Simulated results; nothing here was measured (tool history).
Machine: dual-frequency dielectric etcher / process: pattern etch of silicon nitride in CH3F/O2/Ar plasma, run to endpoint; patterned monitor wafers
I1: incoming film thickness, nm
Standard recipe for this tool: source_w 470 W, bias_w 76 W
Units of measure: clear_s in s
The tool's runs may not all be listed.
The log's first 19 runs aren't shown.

{"run": 20, "hour": 345.1, "source_w": 530, "bias_w": 76, "I1": 34.44, "clear_s": 46.5}
{"run": 21, "hour": 382.3, "source_w": 420, "bias_w": 87, "I1": 34.02, "clear_s": 47.7}
{"run": 22, "hour": 427.2, "source_w": 540, "bias_w": 65, "I1": 34.25, "clear_s": 47.7}
{"hour": 435.1, "done": "source power generator calibrated"}
{"run": 23, "hour": 435.9, "source_w": 570, "bias_w": 57, "I1": 33.64, "clear_s": 47.1}
{"run": 24, "hour": 443.9, "source_w": 430, "bias_w": 69, "I1": 33.93, "clear_s": 50.1}
{"run": 25, "hour": 460.1, "source_w": 550, "bias_w": 82, "I1": 34.25, "clear_s": 45}
{"run": 26, "hour": 466.4, "source_w": 370, "bias_w": 68, "I1": 34.34, "clear_s": 52.7}
{"run": 27, "hour": 474.9, "source_w": 550, "bias_w": 82, "I1": 33.73, "clear_s": 44.4}
{"run": 28, "hour": 490.8, "source_w": 430, "bias_w": 92, "I1": 34.21, "clear_s": 46.9}
{"run": 29, "hour": 498.0, "source_w": 470, "bias_w": 76, "I1": 33.78, "clear_s": 47.4}
{"run": 30, "hour": 512.4, "source_w": 470, "bias_w": 76, "I1": 34.39, "clear_s": 48.3}
{"run": 31, "hour": 525.5, "source_w": 380, "bias_w": 59, "I1": 33.71, "clear_s": 52.7}
{"run": 32, "hour": 536.6, "source_w": 470, "bias_w": 76, "I1": 34.4, "clear_s": 48.1}
{"run": 33, "hour": 551.2, "source_w": 580, "bias_w": 85, "I1": 33.97, "clear_s": 43.4}
{"run": 34, "hour": 559.2, "source_w": 350, "bias_w": 76, "I1": 33.87, "clear_s": 51.1}
{"run": 35, "hour": 576.2, "source_w": 470, "bias_w": 76, "I1": 33.94, "clear_s": 47.4}
{"hour": 605.6, "done": "wet clean of the chamber"}
{"run": 36, "hour": 606.1, "source_w": 390, "bias_w": 66, "I1": 34.29, "clear_s": 53}

Alternative continuations, all from the tool just after run 36; predict every row:
{"run": "A", "hour": 606.5, "source_w": 470, "bias_w": 64, "I1": 34.29, "clear_s": "?"}
{"run": "B", "hour": 606.5, "source_w": 530, "bias_w": 86, "I1": 34.29, "clear_s": "?"}
{"run": "C", "hour": 606.5, "source_w": 560, "bias_w": 66, "I1": 34.29, "clear_s": "?"}

run=A clear_s=50.7
run=B clear_s=45.8
run=C clear_s=47.8
Take away the tool's hidden state, keep each run's random variation, and the runs would have read:
run=A clear_s=50.7
run=B clear_s=45.8
run=C clear_s=47.8
